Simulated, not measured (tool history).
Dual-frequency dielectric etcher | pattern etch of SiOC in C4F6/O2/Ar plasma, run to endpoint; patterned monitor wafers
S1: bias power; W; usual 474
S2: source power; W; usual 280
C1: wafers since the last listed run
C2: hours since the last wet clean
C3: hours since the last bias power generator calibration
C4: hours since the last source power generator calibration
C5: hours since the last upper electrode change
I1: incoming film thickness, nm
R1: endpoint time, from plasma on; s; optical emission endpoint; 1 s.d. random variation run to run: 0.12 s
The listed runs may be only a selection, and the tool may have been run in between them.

run 1 hour=0 | S1=474 S2=260 | C1=0 C2=479.9 C3=2000.4 C4=2618 C5=5315.6 | I1=38.93 | R1=16.8
-- hour=54.9 wet clean of the chamber
run 2 hour=61.7 | S1=474 S2=260 | C1=393 C2=6.8 C3=2062.1 C4=2679.7 C5=5377.3 | I1=38.75 | R1=16.1
run 3 hour=280 | S1=474 S2=280 | C1=2278 C2=225.1 C3=2280.4 C4=2898 C5=5595.6 | I1=38.54 | R1=15.6
run 4 hour=358.4 | S1=474 S2=280 | C1=818 C2=303.5 C3=2358.8 C4=2976.4 C5=5674 | I1=38.71 | R1=15.8
run 5 hour=423.4 | S1=474 S2=280 | C1=678 C2=368.5 C3=2423.8 C4=3041.4 C5=5739 | I1=38.85 | R1=16
run 6 hour=525.2 | S1=474 S2=280 | C1=1062 C2=470.3 C3=2525.6 C4=3143.2 C5=5840.8 | I1=38.55 | R1=15.9
run 7 hour=607.8 | S1=474 S2=280 | C1=862 C2=552.9 C3=2608.2 C4=3225.8 C5=5923.4 | I1=38.71 | R1=16.2
-- hour=659 wet clean of the chamber
run 8 hour=698.8 | S1=474 S2=280 | C1=699 C2=39.8 C3=2699.2 C4=3316.8 C5=6014.4 | I1=38.61 | R1=15.6
run 9 hour=774 | S1=557 S2=280 | C1=785 C2=115 C3=2774.4 C4=3392 C5=6089.6 | I1=38.64 | R1=14.6
run 10 hour=870.3 | S1=557 S2=280 | C1=1005 C2=211.3 C3=2870.7 C4=3488.3 C5=6185.9 | I1=38.79 | R1=14.9
run 11 hour=973.1 | S1=474 S2=280 | C1=1073 C2=314.1 C3=2973.5 C4=3591.1 C5=6288.7 | I1=38.88 | R1=16.3
run 12 hour=1050.1 | S1=538 S2=280 | C1=803 C2=391.1 C3=3050.5 C4=3668.1 C5=6365.7 | I1=38.75 | R1=15.5
-- hour=1148.9 wet clean of the chamber
run 13 hour=1158.1 | S1=557 S2=280 | C1=876 C2=9.2 C3=3158.5 C4=3776.1 C5=6473.7 | I1=38.57 | R1=14.7
run 14 hour=1199.7 | S1=577 S2=300 | C1=434 C2=50.8 C3=3200.1 C4=3817.7 C5=6515.3 | I1=38.04 | R1=13.7
-- hour=1237.7 bias power generator calibrated
-- hour=1335.1 upper electrode replaced
run 15 hour=1346.3 | S1=427 S2=250 | C1=1238 C2=197.4 C3=108.6 C4=3964.3 C5=11.2 | I1=38.75 | R1=17.5
run 16 hour=1409.3 | S1=364 S2=330 | C1=657 C2=260.4 C3=171.6 C4=4027.3 C5=74.2 | I1=38.72 | R1=16.6
-- hour=1476.9 source power generator calibrated
run 17 hour=1477.9 | S1=366 S2=310 | C1=674 C2=329 C3=240.2 C4=1 C5=142.8 | I1=38.74 | R1=17
run 18 hour=1521.5 | S1=474 S2=240 | C1=455 C2=372.6 C3=283.8 C4=44.6 C5=186.4 | I1=38.48 | R1=17.3
run 19 hour=1581 | S1=557 S2=280 | C1=621 C2=432.1 C3=343.3 C4=104.1 C5=245.9 | I1=38.55 | R1=15.4
run 20 hour=1643.3 | S1=474 S2=280 | C1=650 C2=494.4 C3=405.6 C4=166.4 C5=308.2 | I1=38.96 | R1=16.3
run 21 hour=1717.1 | S1=474 S2=260 | C1=770 C2=568.2 C3=479.4 C4=240.2 C5=382 | I1=38.21 | R1=17.3
-- hour=1769.6 wet clean of the chamber
run 22 hour=1770.1 | S1=402 S2=230 | C1=302 C2=0.5 C3=532.4 C4=293.2 C5=435 | I1=38.99 | R1=18.2
run 23 hour=1832.1 | S1=408 S2=230 | C1=647 C2=62.5 C3=594.4 C4=355.2 C5=497 | I1=38.84 | R1=18.2
run 24 hour=1935.9 | S1=405 S2=330 | C1=1083 C2=166.3 C3=698.2 C4=459 C5=600.8 | I1=38.84 | R1=15.5
run 25 hour=2000.3 | S1=429 S2=280 | C1=672 C2=230.7 C3=762.6 C4=523.4 C5=665.2 | I1=38.63 | R1=16.5

Per-run results on a tool with no hidden state, each run keeping its own random variation:
What the log doesn't record here: etch rate over this chamber's usual, %; bias power that arrives over what is set, %; source power that arrives over what is set, %.
run=1 R1=16
run=2 R1=16.3
run=3 R1=15.3
run=4 R1=15.4
run=5 R1=15.5
run=6 R1=15.3
run=7 R1=15.5
run=8 R1=15.5
run=9 R1=14.4
run=10 R1=14.6
run=11 R1=15.8
run=12 R1=14.9
run=13 R1=14.6
run=14 R1=13.5
run=15 R1=17.1
run=16 R1=16
run=17 R1=16.3
run=18 R1=16.6
run=19 R1=14.6
run=20 R1=15.4
run=21 R1=16.2
run=22 R1=18.2
run=23 R1=18.2
run=24 R1=15.3
run=25 R1=16.2
